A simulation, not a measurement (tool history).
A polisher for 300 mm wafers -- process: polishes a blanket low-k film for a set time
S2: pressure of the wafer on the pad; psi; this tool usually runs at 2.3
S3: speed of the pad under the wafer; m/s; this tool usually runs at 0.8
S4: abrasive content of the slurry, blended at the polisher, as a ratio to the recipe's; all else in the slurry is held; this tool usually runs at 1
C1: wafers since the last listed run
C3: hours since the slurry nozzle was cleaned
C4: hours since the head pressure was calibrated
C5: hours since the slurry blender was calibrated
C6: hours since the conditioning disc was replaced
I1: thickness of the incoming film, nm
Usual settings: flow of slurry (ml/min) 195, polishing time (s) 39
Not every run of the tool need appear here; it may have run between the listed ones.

{"run": 1, "day": 0.0, "flow of slurry (ml/min)": 180, "S2": 2.3, "S3": 0.8, "S4": 1, "polishing time (s)": 39, "C1": 0, "wafers polished on this pad": 282, "C3": 675.4, "C4": 275.7, "C5": 346.3, "C6": 244, "I1": 794.3, "film removed (angstrom)": 160}
{"run": 2, "day": 0.533, "flow of slurry (ml/min)": 195, "S2": 2.3, "S3": 0.8, "S4": 1, "polishing time (s)": 39, "C1": 156, "wafers polished on this pad": 439, "C3": 688.2, "C4": 288.5, "C5": 359.1, "C6": 256.8, "I1": 777.5, "film removed (angstrom)": 164}
{"run": 3, "day": 0.988, "flow of slurry (ml/min)": 195, "S2": 2.3, "S3": 0.86, "S4": 1, "polishing time (s)": 39, "C1": 133, "wafers polished on this pad": 573, "C3": 699.1, "C4": 299.4, "C5": 370, "C6": 267.7, "I1": 784.2, "film removed (angstrom)": 171}
{"run": 4, "day": 1.258, "flow of slurry (ml/min)": 195, "S2": 2.5, "S3": 0.8, "S4": 1, "polishing time (s)": 39, "C1": 79, "wafers polished on this pad": 652, "C3": 705.6, "C4": 305.9, "C5": 376.5, "C6": 274.2, "I1": 779.1, "film removed (angstrom)": 174}
{"day": 1.317, "done": "slurry nozzle cleaned"}
{"day": 1.354, "done": "conditioning disc replaced and pad reconditioned"}
{"run": 5, "day": 1.696, "flow of slurry (ml/min)": 195, "S2": 2.3, "S3": 0.8, "S4": 1, "polishing time (s)": 39, "C1": 105, "wafers polished on this pad": 758, "C3": 9.1, "C4": 316.4, "C5": 387, "C6": 8.2, "I1": 775.3, "film removed (angstrom)": 191}
{"day": 1.85, "done": "slurry blender recalibrated"}
{"run": 6, "day": 1.975, "flow of slurry (ml/min)": 195, "S2": 2.3, "S3": 0.8, "S4": 1.2, "polishing time (s)": 39, "C1": 57, "wafers polished on this pad": 816, "C3": 15.8, "C4": 323.1, "C5": 3, "C6": 14.9, "I1": 773.7, "film removed (angstrom)": 208}
{"run": 7, "day": 2.492, "flow of slurry (ml/min)": 195, "S2": 2.3, "S3": 0.8, "S4": 1.2, "polishing time (s)": 39, "C1": 151, "wafers polished on this pad": 968, "C3": 28.2, "C4": 335.5, "C5": 15.4, "C6": 27.3, "I1": 781.1, "film removed (angstrom)": 207}
{"day": 2.771, "done": "worn pad replaced by a new one"}
{"run": 8, "day": 2.792, "flow of slurry (ml/min)": 195, "S2": 2.3, "S3": 0.8, "S4": 1, "polishing time (s)": 39, "C1": 39, "wafers polished on this pad": 5, "C3": 35.4, "C4": 342.7, "C5": 22.6, "C6": 34.5, "I1": 771.7, "film removed (angstrom)": 188}
{"run": 9, "day": 3.512, "flow of slurry (ml/min)": 195, "S2": 2.6, "S3": 0.8, "S4": 1.25, "polishing time (s)": 53, "C1": 212, "wafers polished on this pad": 217, "C3": 52.7, "C4": 360, "C5": 39.9, "C6": 51.8, "I1": 775, "film removed (angstrom)": 320}
{"run": 10, "day": 3.762, "flow of slurry (ml/min)": 195, "S2": 2.3, "S3": 0.8, "S4": 1, "polishing time (s)": 39, "C1": 73, "wafers polished on this pad": 291, "C3": 58.7, "C4": 366, "C5": 45.9, "C6": 57.8, "I1": 779.4, "film removed (angstrom)": 184}
{"run": 11, "day": 4.146, "flow of slurry (ml/min)": 195, "S2": 2.3, "S3": 0.8, "S4": 1, "polishing time (s)": 39, "C1": 112, "wafers polished on this pad": 403, "C3": 67.9, "C4": 375.2, "C5": 55.1, "C6": 67, "I1": 794.4, "film removed (angstrom)": 183}
{"run": 12, "day": 4.762, "flow of slurry (ml/min)": 195, "S2": 2.3, "S3": 0.8, "S4": 1, "polishing time (s)": 32, "C1": 181, "wafers polished on this pad": 585, "C3": 82.7, "C4": 390, "C5": 69.9, "C6": 81.8, "I1": 774.7, "film removed (angstrom)": 151}
{"run": 13, "day": 5.508, "flow of slurry (ml/min)": 195, "S2": 2.3, "S3": 0.8, "S4": 1, "polishing time (s)": 39, "C1": 219, "wafers polished on this pad": 804, "C3": 100.6, "C4": 407.9, "C5": 87.8, "C6": 99.7, "I1": 790.4, "film removed (angstrom)": 184}
{"run": 14, "day": 5.946, "flow of slurry (ml/min)": 195, "S2": 2.3, "S3": 0.8, "S4": 1, "polishing time (s)": 39, "C1": 128, "wafers polished on this pad": 933, "C3": 111.1, "C4": 418.4, "C5": 98.3, "C6": 110.2, "I1": 780.9, "film removed (angstrom)": 182}
{"day": 6.358, "done": "worn pad replaced by a new one"}
{"run": 15, "day": 6.621, "flow of slurry (ml/min)": 195, "S2": 2.3, "S3": 0.8, "S4": 1, "polishing time (s)": 39, "C1": 149, "wafers polished on this pad": 76, "C3": 127.3, "C4": 434.6, "C5": 114.5, "C6": 126.4, "I1": 791.9, "film removed (angstrom)": 181}
{"run": 16, "day": 6.912, "flow of slurry (ml/min)": 195, "S2": 2.3, "S3": 0.8, "S4": 1, "polishing time (s)": 32, "C1": 85, "wafers polished on this pad": 162, "C3": 134.3, "C4": 441.6, "C5": 121.5, "C6": 133.4, "I1": 763.9, "film removed (angstrom)": 149}
{"run": 17, "day": 7.283, "flow of slurry (ml/min)": 195, "S2": 3, "S3": 0.8, "S4": 1.15, "polishing time (s)": 39, "C1": 109, "wafers polished on this pad": 271, "C3": 143.2, "C4": 450.5, "C5": 130.4, "C6": 142.3, "I1": 770.4, "film removed (angstrom)": 249}
{"run": 18, "day": 7.729, "flow of slurry (ml/min)": 195, "S2": 1.9, "S3": 0.9, "S4": 0.75, "polishing time (s)": 28, "C1": 131, "wafers polished on this pad": 402, "C3": 153.9, "C4": 461.2, "C5": 141.1, "C6": 153, "I1": 788.5, "film removed (angstrom)": 100}
{"run": 19, "day": 8.35, "flow of slurry (ml/min)": 195, "S2": 2.7, "S3": 0.8, "S4": 1, "polishing time (s)": 28, "C1": 182, "wafers polished on this pad": 585, "C3": 168.8, "C4": 476.1, "C5": 156, "C6": 167.9, "I1": 787.7, "film removed (angstrom)": 149}
{"run": 20, "day": 8.633, "flow of slurry (ml/min)": 195, "S2": 2.3, "S3": 0.6, "S4": 1, "polishing time (s)": 39, "C1": 83, "wafers polished on this pad": 668, "C3": 175.6, "C4": 482.9, "C5": 162.8, "C6": 174.7, "I1": 786.2, "film removed (angstrom)": 140}
{"day": 9.017, "done": "head pressure recalibrated"}
{"run": 21, "day": 9.129, "flow of slurry (ml/min)": 195, "S2": 2.3, "S3": 0.8, "S4": 1, "polishing time (s)": 46, "C1": 121, "wafers polished on this pad": 789, "C3": 187.5, "C4": 2.7, "C5": 174.7, "C6": 186.6, "I1": 772.2, "film removed (angstrom)": 208}
{"run": 22, "day": 9.808, "flow of slurry (ml/min)": 195, "S2": 2.3, "S3": 0.58, "S4": 1, "polishing time (s)": 39, "C1": 199, "wafers polished on this pad": 989, "C3": 203.8, "C4": 19, "C5": 191, "C6": 202.9, "I1": 778.7, "film removed (angstrom)": 136}
{"run": 23, "day": 10.288, "flow of slurry (ml/min)": 255, "S2": 2.3, "S3": 0.8, "S4": 1, "polishing time (s)": 49, "C1": 140, "wafers polished on this pad": 1130, "C3": 215.3, "C4": 30.5, "C5": 202.5, "C6": 214.4, "I1": 766.4, "film removed (angstrom)": 229}
{"day": 10.525, "done": "worn pad replaced by a new one"}
{"run": 24, "day": 10.967, "flow of slurry (ml/min)": 215, "S2": 1.6, "S3": 0.56, "S4": 1, "polishing time (s)": 49, "C1": 150, "wafers polished on this pad": 130, "C3": 231.6, "C4": 46.8, "C5": 218.8, "C6": 230.7, "I1": 778.5, "film removed (angstrom)": 118}
{"run": 25, "day": 11.296, "flow of slurry (ml/min)": 165, "S2": 2.3, "S3": 0.8, "S4": 1, "polishing time (s)": 27, "C1": 96, "wafers polished on this pad": 226, "C3": 239.5, "C4": 54.7, "C5": 226.7, "C6": 238.6, "I1": 783.5, "film removed (angstrom)": 114}
{"run": 26, "day": 11.671, "flow of slurry (ml/min)": 195, "S2": 2.3, "S3": 0.8, "S4": 1, "polishing time (s)": 39, "C1": 110, "wafers polished on this pad": 337, "C3": 248.5, "C4": 63.7, "C5": 235.7, "C6": 247.6, "I1": 769.6, "film removed (angstrom)": 167}
{"day": 13.342, "done": "conditioning disc replaced and pad reconditioned"}
{"run": 27, "day": 13.446, "flow of slurry (ml/min)": 195, "S2": 2.9, "S3": 0.88, "S4": 0.9, "polishing time (s)": 39, "C1": 497, "wafers polished on this pad": 834, "C3": 291.1, "C4": 106.3, "C5": 278.3, "C6": 2.5, "I1": 786.9, "film removed (angstrom)": 225}

Measured minus without-hidden-state, run by run (identical run-to-run variation in each term; gauge scatter may differ):
The tool's hidden condition here consists of: removal rate lost through wear of the pad, %; slurry flow missing at the pad, %; deviation of the head's pressure from its setpoint, %; abrasive missing from the slurry, %; time polished since the conditioner stopped cutting, s.
run=1 film_removed_(angstrom)=-31
run=2 film_removed_(angstrom)=-32
run=3 film_removed_(angstrom)=-35
run=4 film_removed_(angstrom)=-37
run=5 film_removed_(angstrom)=-3
run=6 film_removed_(angstrom)=-4
run=7 film_removed_(angstrom)=-5
run=8 film_removed_(angstrom)=-4
run=9 film_removed_(angstrom)=-10
run=10 film_removed_(angstrom)=-6
run=11 film_removed_(angstrom)=-7
run=12 film_removed_(angstrom)=-7
run=13 film_removed_(angstrom)=-9
run=14 film_removed_(angstrom)=-10
run=15 film_removed_(angstrom)=-11
run=16 film_removed_(angstrom)=-10
run=17 film_removed_(angstrom)=-20
run=18 film_removed_(angstrom)=-8
run=19 film_removed_(angstrom)=-14
run=20 film_removed_(angstrom)=-12
run=21 film_removed_(angstrom)=-20
run=22 film_removed_(angstrom)=-13
run=23 film_removed_(angstrom)=-23
run=24 film_removed_(angstrom)=-10
run=25 film_removed_(angstrom)=-16
run=26 film_removed_(angstrom)=-23
run=27 film_removed_(angstrom)=-20

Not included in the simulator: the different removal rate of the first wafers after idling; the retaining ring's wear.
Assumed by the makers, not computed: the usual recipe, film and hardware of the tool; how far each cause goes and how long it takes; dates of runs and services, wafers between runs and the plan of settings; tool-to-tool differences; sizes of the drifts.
